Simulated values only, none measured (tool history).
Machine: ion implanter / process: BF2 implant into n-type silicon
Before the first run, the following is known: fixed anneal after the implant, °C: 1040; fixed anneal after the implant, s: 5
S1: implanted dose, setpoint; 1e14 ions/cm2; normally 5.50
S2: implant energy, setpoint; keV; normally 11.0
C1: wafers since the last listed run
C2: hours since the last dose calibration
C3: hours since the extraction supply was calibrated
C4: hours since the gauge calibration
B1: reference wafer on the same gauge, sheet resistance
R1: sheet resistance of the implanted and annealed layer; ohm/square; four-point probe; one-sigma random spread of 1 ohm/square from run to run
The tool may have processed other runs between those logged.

run 1 hour=0.0 | S1=5.50 S2=8.0 | C1=0 C2=821.4 C3=4157.7 C4=58.2 | B1=278.61 | R1=337.40
-- hour=182.0 Faraday cup replaced and dose calibrated
run 2 hour=209.7 | S1=5.50 S2=8.0 | C1=5049 C2=27.7 C3=4367.4 C4=267.9 | B1=280.48 | R1=341.80
run 3 hour=277.0 | S1=5.50 S2=11.0 | C1=1684 C2=95.0 C3=4434.7 C4=335.2 | B1=281.06 | R1=304.93
run 4 hour=336.1 | S1=5.50 S2=11.0 | C1=1479 C2=154.1 C3=4493.8 C4=394.3 | B1=281.68 | R1=305.08
run 5 hour=396.8 | S1=5.50 S2=11.0 | C1=1519 C2=214.8 C3=4554.5 C4=455.0 | B1=282.34 | R1=303.98
run 6 hour=468.6 | S1=5.50 S2=11.0 | C1=1797 C2=286.6 C3=4626.3 C4=526.8 | B1=282.88 | R1=307.70
run 7 hour=531.3 | S1=5.50 S2=11.0 | C1=1569 C2=349.3 C3=4689.0 C4=589.5 | B1=283.22 | R1=305.11
-- hour=568.1 gauge calibrated
run 8 hour=573.8 | S1=5.50 S2=11.0 | C1=1064 C2=391.8 C3=4731.5 C4=5.7 | B1=278.76 | R1=302.21
run 9 hour=645.0 | S1=5.50 S2=11.0 | C1=1782 C2=463.0 C3=4802.7 C4=76.9 | B1=279.46 | R1=302.27
run 10 hour=757.0 | S1=5.97 S2=14.5 | C1=2804 C2=575.0 C3=4914.7 C4=188.9 | B1=280.33 | R1=262.44
-- hour=817.9 extraction supply calibrated
run 11 hour=822.0 | S1=5.50 S2=11.0 | C1=1427 C2=640.0 C3=4.1 C4=253.9 | B1=280.87 | R1=304.48
run 12 hour=891.4 | S1=6.25 S2=14.5 | C1=1737 C2=709.4 C3=73.5 C4=323.3 | B1=281.50 | R1=258.32
run 13 hour=959.2 | S1=6.55 S2=13.0 | C1=1697 C2=777.2 C3=141.3 C4=391.1 | B1=282.01 | R1=263.86
-- hour=1004.3 Faraday cup replaced and dose calibrated
run 14 hour=1029.7 | S1=6.73 S2=14.5 | C1=1564 C2=25.4 C3=211.8 C4=461.6 | B1=282.73 | R1=252.28
run 15 hour=1095.1 | S1=5.50 S2=11.0 | C1=1637 C2=90.8 C3=277.2 C4=527.0 | B1=283.24 | R1=305.67
run 16 hour=1165.1 | S1=6.62 S2=11.0 | C1=1752 C2=160.8 C3=347.2 C4=597.0 | B1=283.88 | R1=280.60
run 17 hour=1203.3 | S1=5.50 S2=11.0 | C1=956 C2=199.0 C3=385.4 C4=635.2 | B1=284.22 | R1=308.08
-- hour=1308.3 gauge calibrated
run 18 hour=1335.1 | S1=4.22 S2=11.0 | C1=3299 C2=330.8 C3=517.2 C4=26.8 | B1=277.70 | R1=347.29

For each entry between runs, how does the tool's hidden state at the last listed run before it compare with that at the first listed run after it?
In the gap between runs 1 and 2: Faraday cup replaced and dose calibrated (hour 182.0)
  gauge reads high (%): 0.253 -> 0.894
  measured result minus the result with no hidden state, R1: +0.85 -> +3.03 ohm/square
In the gap between runs 7 and 8: gauge calibrated (hour 568.1)
  gauge reads high (%): 1.88 -> 0.293
  measured result minus the result with no hidden state, R1: +5.62 -> +0.88 ohm/square
In the gap between runs 10 and 11: extraction supply calibrated (hour 817.9)
  gauge reads high (%): 0.853 -> 1.05
  measured result minus the result with no hidden state, R1: +2.22 -> +3.17 ohm/square
In the gap between runs 13 and 14: Faraday cup replaced and dose calibrated (hour 1004.3)
  gauge reads high (%): 1.47 -> 1.69
  measured result minus the result with no hidden state, R1: +3.82 -> +4.18 ohm/square
In the gap between runs 17 and 18: gauge calibrated (hour 1308.3)
  gauge reads high (%): 2.22 -> -0.111
  measured result minus the result with no hidden state, R1: +6.68 -> -0.39 ohm/square

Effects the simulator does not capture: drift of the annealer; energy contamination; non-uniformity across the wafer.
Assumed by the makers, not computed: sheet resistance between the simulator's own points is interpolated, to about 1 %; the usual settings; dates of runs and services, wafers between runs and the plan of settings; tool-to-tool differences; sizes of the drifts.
